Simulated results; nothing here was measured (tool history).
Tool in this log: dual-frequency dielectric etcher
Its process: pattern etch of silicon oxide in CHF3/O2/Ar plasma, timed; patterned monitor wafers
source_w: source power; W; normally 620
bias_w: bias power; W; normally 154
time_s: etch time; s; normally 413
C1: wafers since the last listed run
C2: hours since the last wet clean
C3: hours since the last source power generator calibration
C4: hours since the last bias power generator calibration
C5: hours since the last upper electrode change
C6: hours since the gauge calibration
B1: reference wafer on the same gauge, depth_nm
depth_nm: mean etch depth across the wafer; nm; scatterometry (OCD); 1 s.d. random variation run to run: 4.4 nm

{"run": 1, "day": 0.0, "source_w": 620, "bias_w": 154, "time_s": 413, "C1": 0, "C2": 555, "C3": 1511.2, "C4": 4410.5, "C5": 4055.2, "C6": 686.9, "B1": 946.2, "depth_nm": 764.2}
{"day": 0.379, "done": "gauge calibrated"}
{"run": 2, "day": 0.7, "source_w": 620, "bias_w": 166, "time_s": 413, "C1": 85, "C2": 571.8, "C3": 1528, "C4": 4427.3, "C5": 4072, "C6": 7.7, "B1": 945.6, "depth_nm": 791.8}
{"day": 1.862, "done": "wet clean of the chamber"}
{"run": 3, "day": 1.883, "source_w": 620, "bias_w": 166, "time_s": 413, "C1": 22, "C2": 0.5, "C3": 1556.4, "C4": 4455.7, "C5": 4100.4, "C6": 36.1, "B1": 946.3, "depth_nm": 821.4}
{"run": 4, "day": 1.904, "source_w": 620, "bias_w": 166, "time_s": 413, "C1": 2, "C2": 1, "C3": 1556.9, "C4": 4456.2, "C5": 4100.9, "C6": 36.6, "B1": 945.9, "depth_nm": 830.9}
{"run": 5, "day": 1.921, "source_w": 620, "bias_w": 154, "time_s": 413, "C1": 2, "C2": 1.4, "C3": 1557.3, "C4": 4456.6, "C5": 4101.3, "C6": 37, "B1": 946.2, "depth_nm": 804.5}
{"run": 6, "day": 2.575, "source_w": 620, "bias_w": 187, "time_s": 354.5, "C1": 79, "C2": 17.1, "C3": 1573, "C4": 4472.3, "C5": 4117, "C6": 52.7, "B1": 947, "depth_nm": 739.1}
{"run": 7, "day": 3.062, "source_w": 680, "bias_w": 154, "time_s": 413, "C1": 59, "C2": 28.8, "C3": 1584.7, "C4": 4484, "C5": 4128.7, "C6": 64.4, "B1": 945.2, "depth_nm": 829}
{"run": 8, "day": 3.367, "source_w": 700, "bias_w": 154, "time_s": 413, "C1": 37, "C2": 36.1, "C3": 1592, "C4": 4491.3, "C5": 4136, "C6": 71.7, "B1": 946, "depth_nm": 831.3}
{"day": 5.262, "done": "bias power generator calibrated"}
{"run": 9, "day": 5.438, "source_w": 680, "bias_w": 154, "time_s": 297.5, "C1": 232, "C2": 85.8, "C3": 1641.7, "C4": 4.2, "C5": 4185.7, "C6": 121.4, "B1": 944.5, "depth_nm": 592.2}
{"run": 10, "day": 5.925, "source_w": 620, "bias_w": 154, "time_s": 413, "C1": 59, "C2": 97.5, "C3": 1653.4, "C4": 15.9, "C5": 4197.4, "C6": 133.1, "B1": 945.8, "depth_nm": 788.6}
{"run": 11, "day": 6.212, "source_w": 620, "bias_w": 154, "time_s": 305.5, "C1": 35, "C2": 104.4, "C3": 1660.3, "C4": 22.8, "C5": 4204.3, "C6": 140, "B1": 946.5, "depth_nm": 585.6}
{"day": 7.475, "done": "upper electrode replaced"}
{"run": 12, "day": 7.496, "source_w": 740, "bias_w": 154, "time_s": 318.5, "C1": 34, "C2": 135.2, "C3": 1691.1, "C4": 53.6, "C5": 0.5, "C6": 170.8, "B1": 944.9, "depth_nm": 651.6}
{"run": 13, "day": 7.517, "source_w": 620, "bias_w": 154, "time_s": 413, "C1": 2, "C2": 135.7, "C3": 1691.6, "C4": 54.1, "C5": 1, "C6": 171.3, "B1": 946.4, "depth_nm": 786.7}
{"run": 14, "day": 7.625, "source_w": 620, "bias_w": 154, "time_s": 413, "C1": 13, "C2": 138.3, "C3": 1694.2, "C4": 56.7, "C5": 3.6, "C6": 173.9, "B1": 945.7, "depth_nm": 788.8}
{"run": 15, "day": 8.012, "source_w": 620, "bias_w": 154, "time_s": 481.5, "C1": 47, "C2": 147.6, "C3": 1703.5, "C4": 66, "C5": 12.9, "C6": 183.2, "B1": 946.4, "depth_nm": 913.6}
{"run": 16, "day": 8.312, "source_w": 620, "bias_w": 154, "time_s": 413, "C1": 36, "C2": 154.8, "C3": 1710.7, "C4": 73.2, "C5": 20.1, "C6": 190.4, "B1": 946.4, "depth_nm": 789.2}
{"run": 17, "day": 8.775, "source_w": 740, "bias_w": 154, "time_s": 318.5, "C1": 56, "C2": 165.9, "C3": 1721.8, "C4": 84.3, "C5": 31.2, "C6": 201.5, "B1": 947.8, "depth_nm": 651.8}
{"run": 18, "day": 9.042, "source_w": 620, "bias_w": 188, "time_s": 468, "C1": 32, "C2": 172.3, "C3": 1728.2, "C4": 90.7, "C5": 37.6, "C6": 207.9, "B1": 945.8, "depth_nm": 970.6}
{"day": 10.846, "done": "source power generator calibrated"}
{"run": 19, "day": 11.188, "source_w": 740, "bias_w": 187, "time_s": 509, "C1": 241, "C2": 223.8, "C3": 8.2, "C4": 142.2, "C5": 89.1, "C6": 259.4, "B1": 945.5, "depth_nm": 1124.6}
{"run": 20, "day": 11.829, "source_w": 620, "bias_w": 154, "time_s": 413, "C1": 78, "C2": 239.2, "C3": 23.6, "C4": 157.6, "C5": 104.5, "C6": 274.8, "B1": 945.7, "depth_nm": 780.5}
{"run": 21, "day": 12.267, "source_w": 620, "bias_w": 154, "time_s": 413, "C1": 53, "C2": 249.7, "C3": 34.1, "C4": 168.1, "C5": 115, "C6": 285.3, "B1": 946, "depth_nm": 778.7}
{"run": 22, "day": 12.967, "source_w": 620, "bias_w": 154, "time_s": 413, "C1": 85, "C2": 266.5, "C3": 50.9, "C4": 184.9, "C5": 131.8, "C6": 302.1, "B1": 946.4, "depth_nm": 779}
{"run": 23, "day": 13.642, "source_w": 680, "bias_w": 144, "time_s": 413, "C1": 82, "C2": 282.7, "C3": 67.1, "C4": 201.1, "C5": 148, "C6": 318.3, "B1": 946.5, "depth_nm": 787.4}
{"run": 24, "day": 14.392, "source_w": 670, "bias_w": 186, "time_s": 465, "C1": 91, "C2": 300.7, "C3": 85.1, "C4": 219.1, "C5": 166, "C6": 336.3, "B1": 945.1, "depth_nm": 979.6}
{"run": 25, "day": 14.654, "source_w": 620, "bias_w": 154, "time_s": 413, "C1": 32, "C2": 307, "C3": 91.4, "C4": 225.4, "C5": 172.3, "C6": 342.6, "B1": 946.4, "depth_nm": 780.5}
{"run": 26, "day": 15.329, "source_w": 690, "bias_w": 131, "time_s": 365, "C1": 82, "C2": 323.2, "C3": 107.6, "C4": 241.6, "C5": 188.5, "C6": 358.8, "B1": 945.6, "depth_nm": 667.1}
{"run": 27, "day": 15.808, "source_w": 620, "bias_w": 154, "time_s": 523.5, "C1": 58, "C2": 334.7, "C3": 119.1, "C4": 253.1, "C5": 200, "C6": 370.3, "B1": 944.9, "depth_nm": 986.2}
{"run": 28, "day": 16.538, "source_w": 670, "bias_w": 124, "time_s": 337, "C1": 89, "C2": 352.2, "C3": 136.6, "C4": 270.6, "C5": 217.5, "C6": 387.8, "B1": 947.3, "depth_nm": 596.1}
{"run": 29, "day": 16.908, "source_w": 470, "bias_w": 154, "time_s": 347, "C1": 45, "C2": 361.1, "C3": 145.5, "C4": 279.5, "C5": 226.4, "C6": 396.7, "B1": 946.2, "depth_nm": 581.2}

Below are 5 alternative next runs, each starting from the tool's condition after run 29. Predict each:
{"run": "A", "day": 16.929, "source_w": 620, "bias_w": 154, "time_s": 413, "C1": 2, "C2": 361.6, "C3": 146, "C4": 280, "C5": 226.9, "C6": 397.2, "B1": "?", "depth_nm": "?"}
{"run": "B", "day": 16.929, "source_w": 500, "bias_w": 179, "time_s": 312.5, "C1": 2, "C2": 361.6, "C3": 146, "C4": 280, "C5": 226.9, "C6": 397.2, "B1": "?", "depth_nm": "?"}
{"run": "C", "day": 16.929, "source_w": 620, "bias_w": 122, "time_s": 413, "C1": 2, "C2": 361.6, "C3": 146, "C4": 280, "C5": 226.9, "C6": 397.2, "B1": "?", "depth_nm": "?"}
{"run": "D", "day": 16.929, "source_w": 620, "bias_w": 154, "time_s": 511.5, "C1": 2, "C2": 361.6, "C3": 146, "C4": 280, "C5": 226.9, "C6": 397.2, "B1": "?", "depth_nm": "?"}
{"run": "E", "day": 16.929, "source_w": 470, "bias_w": 173, "time_s": 373.5, "C1": 2, "C2": 361.6, "C3": 146, "C4": 280, "C5": 226.9, "C6": 397.2, "B1": "?", "depth_nm": "?"}

run=A B1=945.2 depth_nm=775.6
run=B B1=945.2 depth_nm=571.9
run=C B1=945.2 depth_nm=702.7
run=D B1=945.2 depth_nm=960.5
run=E B1=945.2 depth_nm=656.3
With the hidden condition removed and each run's random variation left untouched, the same runs would have given:
run=A depth_nm=799
run=B depth_nm=589.2
run=C depth_nm=723.9
run=D depth_nm=989.6
run=E depth_nm=676.1
